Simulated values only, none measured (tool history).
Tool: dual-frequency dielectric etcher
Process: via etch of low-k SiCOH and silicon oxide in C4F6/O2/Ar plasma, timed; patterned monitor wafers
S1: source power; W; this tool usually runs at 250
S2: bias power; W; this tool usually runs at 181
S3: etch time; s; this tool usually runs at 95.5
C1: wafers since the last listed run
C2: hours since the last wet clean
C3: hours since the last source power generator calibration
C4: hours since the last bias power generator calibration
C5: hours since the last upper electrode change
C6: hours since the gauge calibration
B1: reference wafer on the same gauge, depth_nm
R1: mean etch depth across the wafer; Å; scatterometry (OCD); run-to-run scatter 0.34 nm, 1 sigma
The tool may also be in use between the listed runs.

run   hour   S1   S2     S3   C1     C2      C3      C4      C5     C6     B1    R1
  1    0.0  250  181   95.5    0  130.3  3922.0  1078.6  3021.2  135.2  270.9  2294
  2   16.5  250  181   95.5  147  146.8  3938.5  1095.1  3037.7  151.7  270.8  2291
  3   32.8  210  181   95.5  145  163.1  3954.8  1111.4  3054.0  168.0  270.9  2169
  4   50.7  210  181   95.5  159  181.0  3972.7  1129.3  3071.9  185.9  271.1  2168
  5   81.9  210  181   95.5  278  212.2  4003.9  1160.5  3103.1  217.1  271.0  2168
  6  165.1  250  204  110.5  743  295.4  4087.1  1243.7  3186.3  300.3  271.0  2761
  7  192.9  250  204  110.5  248  323.2  4114.9  1271.5  3214.1  328.1  271.0  2765
  8  210.0  250  181   81.5  152  340.3  4132.0  1288.6  3231.2  345.2  271.0  1946
     264.1  -- wet clean of the chamber
  9  264.6  250  181   81.5  273    0.5  4186.6  1343.2  3285.8  399.8  270.9  1974
     275.6  -- source power generator calibrated
 10  278.4  250  181   95.5   87   14.3     2.8  1357.0  3299.6  413.6  271.0  2310
     304.4  -- upper electrode replaced
 11  304.9  250  153  110.5   22   40.8    29.3  1383.5     0.5  440.1  271.0  2509
 12  330.3  250  136   95.5  226   66.2    54.7  1408.9    25.9  465.5  270.9  2068
     336.4  -- gauge calibrated
 13  346.5  250  181   95.5  144   82.4    70.9  1425.1    42.1   10.1  271.0  2309
 14  380.7  210  201   81.5  305  116.6   105.1  1459.3    76.3   44.3  270.9  1940
     407.5  -- bias power generator calibrated
 15  409.5  210  181   95.5  221  145.4   133.9     2.0   105.1   73.1  271.0  2152
 16  436.8  310  193   73.0  243  172.7   161.2    29.3   132.4  100.4  271.2  1906
 17  451.4  200  181  106.0  130  187.3   175.8    43.9   147.0  115.0  271.0  2354
 18  482.3  250  160   95.5  275  218.2   206.7    74.8   177.9  145.9  271.0  2155
 19  515.5  280  140  120.5  296  251.4   239.9   108.0   211.1  179.1  271.0  2688
 20  534.7  250  181   95.5  171  270.6   259.1   127.2   230.3  198.3  270.9  2260
 21  562.3  250  181   95.5  246  298.2   286.7   154.8   257.9  225.9  270.9  2257

Some steps in R1 between neighbouring runs. How much of each would the tool show without its hidden state too (settings, what came in, random variation), and how much is left for the hidden state, with any gauge scatter that isn't in both results?
Hidden state at play: etch rate over this chamber's usual, %; source power that arrives over what is set, %; bias power that arrives over what is set, %; gauge reads high (%).
Run 5 -> 6: S1 210 -> 250, S2 181 -> 204, S3 95.5 -> 110.5. R1 +593 Å: hidden state -9, all else +602.
Run 7 -> 8: S2 204 -> 181, S3 110.5 -> 81.5. R1 -819 Å: hidden state +4, all else -823.
Run 8 -> 9: wet clean of the chamber. R1 +28 Å: hidden state +32, all else -4.
Run 14 -> 15: S2 201 -> 181, S3 81.5 -> 95.5, bias power generator calibrated. R1 +212 Å: hidden state -29, all else +241.
